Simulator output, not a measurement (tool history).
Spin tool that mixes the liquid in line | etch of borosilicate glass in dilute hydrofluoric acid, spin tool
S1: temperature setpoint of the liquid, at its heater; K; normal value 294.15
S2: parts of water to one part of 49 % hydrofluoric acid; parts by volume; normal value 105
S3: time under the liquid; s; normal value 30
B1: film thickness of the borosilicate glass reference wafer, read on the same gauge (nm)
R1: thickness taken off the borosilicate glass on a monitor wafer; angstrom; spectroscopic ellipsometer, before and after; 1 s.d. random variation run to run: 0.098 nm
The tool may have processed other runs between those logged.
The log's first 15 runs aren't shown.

run 16 hour=1124.7 | S1=291.15 S2=105 S3=30 | B1=109.99 | R1=112.2
run 17 hour=1170.3 | S1=291.65 S2=150 S3=20 | B1=110.02 | R1=50.6
run 18 hour=1266.5 | S1=294.15 S2=105 S3=15 | B1=110.01 | R1=63.1
-- hour=1290.8 gauge calibrated
run 19 hour=1324 | S1=294.15 S2=120 S3=30 | B1=110.01 | R1=111
-- hour=1330.8 thermometer replaced
run 20 hour=1416.7 | S1=294.15 S2=140 S3=30 | B1=110.04 | R1=90.6
run 21 hour=1501.7 | S1=294.15 S2=70 S3=30 | B1=109.97 | R1=198.2
-- hour=1550.9 hydrofluoric acid flow meter replaced
run 22 hour=1572.7 | S1=295.65 S2=70 S3=15 | B1=109.97 | R1=96.5
run 23 hour=1645.1 | S1=290.15 S2=90 S3=40 | B1=110 | R1=159.9
run 24 hour=1711.1 | S1=294.15 S2=105 S3=30 | B1=110.03 | R1=119.7
-- hour=1768 thermometer replaced
run 25 hour=1779.7 | S1=296.15 S2=105 S3=20 | B1=110.01 | R1=81.9
run 26 hour=1816 | S1=294.15 S2=105 S3=30 | B1=110.02 | R1=115.2
run 27 hour=1897.2 | S1=292.65 S2=105 S3=45 | B1=109.96 | R1=161.7
run 28 hour=1954.6 | S1=298.15 S2=105 S3=30 | B1=109.98 | R1=137.3
run 29 hour=2010.4 | S1=294.15 S2=105 S3=20 | B1=109.98 | R1=78.5
run 30 hour=2109.8 | S1=294.15 S2=105 S3=30 | B1=109.99 | R1=121.8
run 31 hour=2157.1 | S1=294.15 S2=135 S3=30 | B1=110 | R1=91.8
run 32 hour=2221.3 | S1=292.15 S2=105 S3=30 | B1=110.02 | R1=113.3
run 33 hour=2275.6 | S1=292.65 S2=75 S3=50 | B1=110.01 | R1=281.5

Branching from run 33: 4 alternative next runs. What would each branch give?
run A hour=2276 | S1=294.15 S2=105 S3=30 | B1=? | R1=?
run B hour=2276 | S1=292.65 S2=90 S3=45 | B1=? | R1=?
run C hour=2276 | S1=290.15 S2=105 S3=30 | B1=? | R1=?
run D hour=2276 | S1=296.65 S2=105 S3=50 | B1=? | R1=?

run=A B1=109.99 R1=124.2
run=B B1=109.99 R1=208.1
run=C B1=109.99 R1=105.5
run=D B1=109.99 R1=228.6
What these runs would have given with no unlogged condition in the tool:
run=A R1=112.2
run=B R1=187.7
run=C R1=95.1
run=D R1=206.6

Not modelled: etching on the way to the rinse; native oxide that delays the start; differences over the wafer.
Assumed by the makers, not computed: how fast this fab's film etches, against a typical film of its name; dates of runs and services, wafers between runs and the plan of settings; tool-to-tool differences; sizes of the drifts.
